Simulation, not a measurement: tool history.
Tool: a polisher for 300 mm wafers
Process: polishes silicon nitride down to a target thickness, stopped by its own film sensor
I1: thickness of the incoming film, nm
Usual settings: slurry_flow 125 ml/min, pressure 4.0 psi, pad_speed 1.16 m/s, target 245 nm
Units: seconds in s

{"run": 1, "hour": 0.0, "slurry_flow": 125, "pressure": 4.0, "pad_speed": 1.16, "target": 245, "I1": 537.2, "seconds": 132.4}
{"run": 2, "hour": 69.6, "slurry_flow": 125, "pressure": 4.0, "pad_speed": 1.16, "target": 245, "I1": 540.3, "seconds": 133.3}
{"run": 3, "hour": 175.4, "slurry_flow": 125, "pressure": 4.0, "pad_speed": 1.16, "target": 245, "I1": 543.0, "seconds": 134.2}
{"run": 4, "hour": 215.5, "slurry_flow": 125, "pressure": 4.0, "pad_speed": 1.16, "target": 272, "I1": 540.9, "seconds": 121.8}
{"run": 5, "hour": 267.9, "slurry_flow": 125, "pressure": 4.0, "pad_speed": 1.16, "target": 272, "I1": 547.8, "seconds": 123.5}
{"run": 6, "hour": 354.3, "slurry_flow": 125, "pressure": 4.0, "pad_speed": 1.16, "target": 272, "I1": 545.8, "seconds": 124.5}
{"run": 7, "hour": 391.2, "slurry_flow": 125, "pressure": 4.0, "pad_speed": 1.16, "target": 245, "I1": 539.3, "seconds": 135.1}
{"hour": 451.0, "done": "head pressure recalibrated"}
{"hour": 640.7, "done": "worn pad replaced by a new one"}
{"run": 8, "hour": 679.6, "slurry_flow": 125, "pressure": 4.0, "pad_speed": 1.16, "target": 300, "I1": 539.7, "seconds": 109.5}
{"run": 9, "hour": 719.2, "slurry_flow": 125, "pressure": 4.0, "pad_speed": 1.16, "target": 300, "I1": 539.3, "seconds": 107.3}
{"run": 10, "hour": 792.3, "slurry_flow": 125, "pressure": 4.0, "pad_speed": 1.16, "target": 282, "I1": 536.1, "seconds": 116.2}
{"run": 11, "hour": 838.1, "slurry_flow": 125, "pressure": 4.0, "pad_speed": 1.16, "target": 282, "I1": 534.9, "seconds": 114.4}
{"hour": 866.4, "done": "slurry nozzle cleaned"}
{"run": 12, "hour": 912.6, "slurry_flow": 125, "pressure": 4.0, "pad_speed": 1.16, "target": 245, "I1": 537.2, "seconds": 132.8}
{"run": 13, "hour": 952.0, "slurry_flow": 125, "pressure": 4.0, "pad_speed": 1.16, "target": 245, "I1": 534.5, "seconds": 131.4}
{"run": 14, "hour": 1027.8, "slurry_flow": 125, "pressure": 5.1, "pad_speed": 1.16, "target": 204, "I1": 541.5, "seconds": 127.9}
{"run": 15, "hour": 1107.1, "slurry_flow": 140, "pressure": 4.7, "pad_speed": 1.16, "target": 245, "I1": 534.5, "seconds": 113.7}
{"run": 16, "hour": 1208.5, "slurry_flow": 85, "pressure": 5.4, "pad_speed": 0.98, "target": 335, "I1": 538.7, "seconds": 82.3}
{"run": 17, "hour": 1495.6, "slurry_flow": 125, "pressure": 2.7, "pad_speed": 1.16, "target": 245, "I1": 541.8, "seconds": 182.2}
{"hour": 1565.9, "done": "worn pad replaced by a new one"}
{"run": 18, "hour": 1579.0, "slurry_flow": 125, "pressure": 4.8, "pad_speed": 1.16, "target": 245, "I1": 547.3, "seconds": 118.6}
{"hour": 1658.8, "done": "slurry nozzle cleaned"}
{"run": 19, "hour": 1686.1, "slurry_flow": 140, "pressure": 4.0, "pad_speed": 1.16, "target": 216, "I1": 537.8, "seconds": 143.1}
{"run": 20, "hour": 1746.2, "slurry_flow": 125, "pressure": 5.3, "pad_speed": 1.16, "target": 245, "I1": 534.9, "seconds": 103.6}
{"run": 21, "hour": 1806.1, "slurry_flow": 125, "pressure": 4.0, "pad_speed": 1.16, "target": 245, "I1": 538.9, "seconds": 133.3}
{"hour": 1815.4, "done": "head pressure recalibrated"}
{"run": 22, "hour": 1907.7, "slurry_flow": 125, "pressure": 4.0, "pad_speed": 1.16, "target": 245, "I1": 539.7, "seconds": 133.1}
{"run": 23, "hour": 1976.7, "slurry_flow": 125, "pressure": 4.4, "pad_speed": 1.16, "target": 144, "I1": 536.7, "seconds": 163.7}
{"run": 24, "hour": 2077.1, "slurry_flow": 125, "pressure": 4.0, "pad_speed": 1.52, "target": 206, "I1": 549.3, "seconds": 135.7}
{"run": 25, "hour": 2173.6, "slurry_flow": 95, "pressure": 4.0, "pad_speed": 1.16, "target": 146, "I1": 539.7, "seconds": 183.3}
{"run": 26, "hour": 2267.7, "slurry_flow": 155, "pressure": 5.4, "pad_speed": 1.16, "target": 301, "I1": 550.0, "seconds": 84.8}
{"run": 27, "hour": 2361.9, "slurry_flow": 125, "pressure": 5.2, "pad_speed": 1.16, "target": 245, "I1": 539.5, "seconds": 106.3}
{"run": 28, "hour": 2412.0, "slurry_flow": 140, "pressure": 4.0, "pad_speed": 1.16, "target": 245, "I1": 537.8, "seconds": 132.4}
{"run": 29, "hour": 2464.9, "slurry_flow": 140, "pressure": 2.6, "pad_speed": 0.92, "target": 277, "I1": 529.6, "seconds": 173.2}
{"run": 30, "hour": 2514.1, "slurry_flow": 125, "pressure": 2.7, "pad_speed": 1.16, "target": 245, "I1": 542.1, "seconds": 183.9}
{"hour": 2568.8, "done": "slurry nozzle cleaned"}
{"run": 31, "hour": 2595.7, "slurry_flow": 125, "pressure": 4.0, "pad_speed": 1.16, "target": 245, "I1": 545.6, "seconds": 136.3}
{"hour": 2603.4, "done": "worn pad replaced by a new one"}
{"run": 32, "hour": 2840.3, "slurry_flow": 150, "pressure": 4.6, "pad_speed": 0.8, "target": 201, "I1": 545.9, "seconds": 161.7}
{"run": 33, "hour": 3062.5, "slurry_flow": 105, "pressure": 4.0, "pad_speed": 1.16, "target": 245, "I1": 551.4, "seconds": 141.5}
{"run": 34, "hour": 3169.1, "slurry_flow": 125, "pressure": 3.6, "pad_speed": 1.5, "target": 151, "I1": 531.2, "seconds": 162.7}
{"hour": 3183.4, "done": "head pressure recalibrated"}
{"run": 35, "hour": 3240.3, "slurry_flow": 110, "pressure": 4.0, "pad_speed": 1.16, "target": 245, "I1": 546.2, "seconds": 138.5}
{"run": 36, "hour": 3399.1, "slurry_flow": 125, "pressure": 4.0, "pad_speed": 1.16, "target": 272, "I1": 533.3, "seconds": 121.4}
{"hour": 3421.8, "done": "slurry nozzle cleaned"}
{"run": 37, "hour": 3476.0, "slurry_flow": 125, "pressure": 5.1, "pad_speed": 1.0, "target": 149, "I1": 543.6, "seconds": 153.1}
{"run": 38, "hour": 3564.5, "slurry_flow": 125, "pressure": 4.0, "pad_speed": 0.88, "target": 245, "I1": 535.0, "seconds": 149.5}

The tool's hidden state at each run:
removal rate lost through wear of the pad, %: 0 in every run
slurry flow missing at the pad, %: 0 in every run
deviation of the head's pressure from its setpoint, %: 0 in every run
